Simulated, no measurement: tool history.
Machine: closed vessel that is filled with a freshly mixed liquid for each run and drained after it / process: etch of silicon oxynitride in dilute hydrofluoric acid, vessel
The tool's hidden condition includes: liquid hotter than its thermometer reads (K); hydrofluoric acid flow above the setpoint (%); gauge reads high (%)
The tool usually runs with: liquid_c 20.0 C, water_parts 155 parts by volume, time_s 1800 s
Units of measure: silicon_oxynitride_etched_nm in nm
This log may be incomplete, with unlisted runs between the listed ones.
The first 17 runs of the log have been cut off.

| run | hour | liquid_c | water_parts | time_s | wafers since the last listed run | hours since the thermometer was replaced | hours since the hydrofluoric acid flow meter was replaced | hours since the gauge calibration | read-back film thickness of the silicon oxynitride reference wafer, read on the same gauge (nm) | silicon_oxynitride_etched_nm |
|---|---|---|---|---|---|---|---|---|---|---|
|  | 806.6 | thermometer replaced |
| 18 | 826.2 | 17.0 | 125 | 1150 | 1795 | 19.6 | 1178.7 | 599.4 | 50.01 | 27.13 |
| 19 | 897.5 | 20.0 | 155 | 1800 | 3248 | 90.9 | 1250.0 | 670.7 | 50.01 | 39.40 |
|  | 932.1 | hydrofluoric acid flow meter replaced |
| 20 | 964.2 | 20.0 | 155 | 1800 | 2993 | 157.6 | 32.1 | 737.4 | 50.00 | 36.54 |
| 21 | 995.5 | 20.0 | 155 | 2400 | 1426 | 188.9 | 63.4 | 768.7 | 49.97 | 48.64 |
| 22 | 1021.0 | 17.0 | 95 | 870 | 1161 | 214.4 | 88.9 | 794.2 | 50.02 | 25.49 |
| 23 | 1077.6 | 17.0 | 155 | 2150 | 2578 | 271.0 | 145.5 | 850.8 | 50.00 | 38.48 |
| 24 | 1140.9 | 20.0 | 155 | 1005 | 2884 | 334.3 | 208.8 | 914.1 | 49.96 | 20.88 |
| 25 | 1186.6 | 20.0 | 155 | 1800 | 2082 | 380.0 | 254.5 | 959.8 | 49.98 | 37.06 |
| 26 | 1227.6 | 20.0 | 155 | 1800 | 1868 | 421.0 | 295.5 | 1000.8 | 49.99 | 36.80 |
| 27 | 1285.9 | 20.0 | 110 | 1400 | 2656 | 479.3 | 353.8 | 1059.1 | 50.01 | 42.23 |
| 28 | 1333.1 | 23.5 | 195 | 2145 | 2150 | 526.5 | 401.0 | 1106.3 | 49.98 | 40.05 |
| 29 | 1386.5 | 20.0 | 200 | 2840 | 2433 | 579.9 | 454.4 | 1159.7 | 49.95 | 45.02 |
| 30 | 1438.2 | 20.0 | 155 | 2815 | 2355 | 631.6 | 506.1 | 1211.4 | 50.00 | 58.80 |
| 31 | 1486.8 | 20.0 | 155 | 785 | 2214 | 680.2 | 554.7 | 1260.0 | 50.02 | 16.41 |
| 32 | 1556.7 | 20.0 | 115 | 1800 | 3184 | 750.1 | 624.6 | 1329.9 | 50.00 | 52.08 |
| 33 | 1623.1 | 20.0 | 155 | 900 | 3025 | 816.5 | 691.0 | 1396.3 | 50.04 | 18.77 |
| 34 | 1689.6 | 24.0 | 215 | 1130 | 3030 | 883.0 | 757.5 | 1462.8 | 50.01 | 19.85 |

Predict each of these 3 candidate next runs independently; none follows another, all start after run 34:
| A | 1690.7 | 23.5 | 155 | 1800 | 50 | 884.1 | 758.6 | 1463.9 | ? | ? |
| B | 1690.7 | 23.0 | 120 | 2120 | 50 | 884.1 | 758.6 | 1463.9 | ? | ? |
| C | 1690.7 | 17.5 | 200 | 2520 | 50 | 884.1 | 758.6 | 1463.9 | ? | ? |

| run | read-back film thickness of the silicon oxynitride reference wafer, read on the same gauge (nm) | silicon_oxynitride_etched_nm |
|---|---|---|
| A | 49.94 | 45.15 |
| B | 49.94 | 68.89 |
| C | 49.94 | 35.88 |
Take away the tool's hidden state, keep each run's random variation, and the runs would have read:
| run | silicon_oxynitride_etched_nm |
|---|---|
| A | 43.05 |
| B | 65.77 |
| C | 34.22 |
